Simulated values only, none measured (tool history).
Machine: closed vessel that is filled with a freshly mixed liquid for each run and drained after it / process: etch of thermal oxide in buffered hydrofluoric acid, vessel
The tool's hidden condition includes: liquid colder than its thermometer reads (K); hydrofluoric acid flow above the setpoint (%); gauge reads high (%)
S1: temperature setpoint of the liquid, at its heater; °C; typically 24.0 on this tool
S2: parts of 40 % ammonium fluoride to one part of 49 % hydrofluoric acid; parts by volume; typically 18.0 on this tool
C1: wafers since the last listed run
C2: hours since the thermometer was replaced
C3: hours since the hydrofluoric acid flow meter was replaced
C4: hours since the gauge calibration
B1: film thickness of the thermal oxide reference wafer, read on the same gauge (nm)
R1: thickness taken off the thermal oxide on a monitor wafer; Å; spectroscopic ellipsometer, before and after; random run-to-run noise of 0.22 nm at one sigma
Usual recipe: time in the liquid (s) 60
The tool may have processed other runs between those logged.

{"run": 1, "hour": 0.0, "S1": 24.0, "S2": 18.0, "time in the liquid (s)": 60, "C1": 0, "C2": 1082.3, "C3": 1330.5, "C4": 90.0, "B1": 150.0, "R1": 401.4}
{"run": 2, "hour": 21.0, "S1": 24.0, "S2": 18.0, "time in the liquid (s)": 60, "C1": 1916, "C2": 1103.3, "C3": 1351.5, "C4": 111.0, "B1": 150.0, "R1": 406.5}
{"run": 3, "hour": 50.8, "S1": 24.0, "S2": 18.0, "time in the liquid (s)": 60, "C1": 2720, "C2": 1133.1, "C3": 1381.3, "C4": 140.8, "B1": 150.03, "R1": 407.0}
{"run": 4, "hour": 69.8, "S1": 24.0, "S2": 18.0, "time in the liquid (s)": 60, "C1": 1734, "C2": 1152.1, "C3": 1400.3, "C4": 159.8, "B1": 150.0, "R1": 402.4}
{"run": 5, "hour": 84.4, "S1": 24.0, "S2": 18.0, "time in the liquid (s)": 60, "C1": 1332, "C2": 1166.7, "C3": 1414.9, "C4": 174.4, "B1": 149.99, "R1": 402.4}
{"run": 6, "hour": 113.8, "S1": 24.0, "S2": 18.0, "time in the liquid (s)": 60, "C1": 2683, "C2": 1196.1, "C3": 1444.3, "C4": 203.8, "B1": 150.01, "R1": 405.8}
{"hour": 138.4, "done": "hydrofluoric acid flow meter replaced"}
{"run": 7, "hour": 143.7, "S1": 24.0, "S2": 18.0, "time in the liquid (s)": 60, "C1": 2637, "C2": 1226.0, "C3": 5.3, "C4": 233.7, "B1": 149.99, "R1": 373.7}
{"hour": 165.3, "done": "thermometer replaced"}
{"run": 8, "hour": 165.8, "S1": 24.0, "S2": 21.0, "time in the liquid (s)": 60, "C1": 1926, "C2": 0.5, "C3": 27.4, "C4": 255.8, "B1": 149.98, "R1": 325.1}
{"run": 9, "hour": 176.6, "S1": 24.0, "S2": 18.0, "time in the liquid (s)": 50, "C1": 985, "C2": 11.3, "C3": 38.2, "C4": 266.6, "B1": 149.98, "R1": 312.4}
{"run": 10, "hour": 194.9, "S1": 24.0, "S2": 18.0, "time in the liquid (s)": 50, "C1": 1670, "C2": 29.6, "C3": 56.5, "C4": 284.9, "B1": 150.02, "R1": 313.5}
{"run": 11, "hour": 211.5, "S1": 20.5, "S2": 14.0, "time in the liquid (s)": 60, "C1": 1515, "C2": 46.2, "C3": 73.1, "C4": 301.5, "B1": 150.0, "R1": 397.6}
{"hour": 226.8, "done": "gauge calibrated"}
{"run": 12, "hour": 247.0, "S1": 19.5, "S2": 14.5, "time in the liquid (s)": 70, "C1": 3240, "C2": 81.7, "C3": 108.6, "C4": 20.2, "B1": 149.98, "R1": 425.0}
{"run": 13, "hour": 277.5, "S1": 24.0, "S2": 18.0, "time in the liquid (s)": 60, "C1": 2784, "C2": 112.2, "C3": 139.1, "C4": 50.7, "B1": 149.98, "R1": 373.3}
{"run": 14, "hour": 295.0, "S1": 24.0, "S2": 18.0, "time in the liquid (s)": 80, "C1": 1597, "C2": 129.7, "C3": 156.6, "C4": 68.2, "B1": 149.98, "R1": 500.9}
{"run": 15, "hour": 313.7, "S1": 28.0, "S2": 18.0, "time in the liquid (s)": 75, "C1": 1706, "C2": 148.4, "C3": 175.3, "C4": 86.9, "B1": 150.01, "R1": 590.7}
{"run": 16, "hour": 327.2, "S1": 24.0, "S2": 11.5, "time in the liquid (s)": 45, "C1": 1232, "C2": 161.9, "C3": 188.8, "C4": 100.4, "B1": 149.97, "R1": 439.6}
{"run": 17, "hour": 349.5, "S1": 20.0, "S2": 14.0, "time in the liquid (s)": 60, "C1": 2035, "C2": 184.2, "C3": 211.1, "C4": 122.7, "B1": 149.99, "R1": 385.9}
{"run": 18, "hour": 380.7, "S1": 24.0, "S2": 18.0, "time in the liquid (s)": 60, "C1": 2847, "C2": 215.4, "C3": 242.3, "C4": 153.9, "B1": 150.0, "R1": 378.9}
{"run": 19, "hour": 403.6, "S1": 24.0, "S2": 24.5, "time in the liquid (s)": 30, "C1": 2090, "C2": 238.3, "C3": 265.2, "C4": 176.8, "B1": 149.98, "R1": 147.0}
{"run": 20, "hour": 437.8, "S1": 24.0, "S2": 18.0, "time in the liquid (s)": 60, "C1": 3121, "C2": 272.5, "C3": 299.4, "C4": 211.0, "B1": 150.01, "R1": 376.8}

3 options for the next run, each taken on its own from the tool as it stands now. Forecast them:
{"run": "A", "hour": 438.5, "S1": 24.0, "S2": 18.0, "time in the liquid (s)": 60, "C1": 63, "C2": 273.2, "C3": 300.1, "C4": 211.7, "B1": "?", "R1": "?"}
{"run": "B", "hour": 438.5, "S1": 24.0, "S2": 24.0, "time in the liquid (s)": 70, "C1": 63, "C2": 273.2, "C3": 300.1, "C4": 211.7, "B1": "?", "R1": "?"}
{"run": "C", "hour": 438.5, "S1": 24.0, "S2": 20.0, "time in the liquid (s)": 35, "C1": 63, "C2": 273.2, "C3": 300.1, "C4": 211.7, "B1": "?", "R1": "?"}

run=A B1=150.00 R1=380.4
run=B B1=150.00 R1=350.0
run=C B1=150.00 R1=200.0
Had the tool no hidden state, the same runs would have come out as:
run=A R1=370.0
run=B R1=343.2
run=C R1=194.6

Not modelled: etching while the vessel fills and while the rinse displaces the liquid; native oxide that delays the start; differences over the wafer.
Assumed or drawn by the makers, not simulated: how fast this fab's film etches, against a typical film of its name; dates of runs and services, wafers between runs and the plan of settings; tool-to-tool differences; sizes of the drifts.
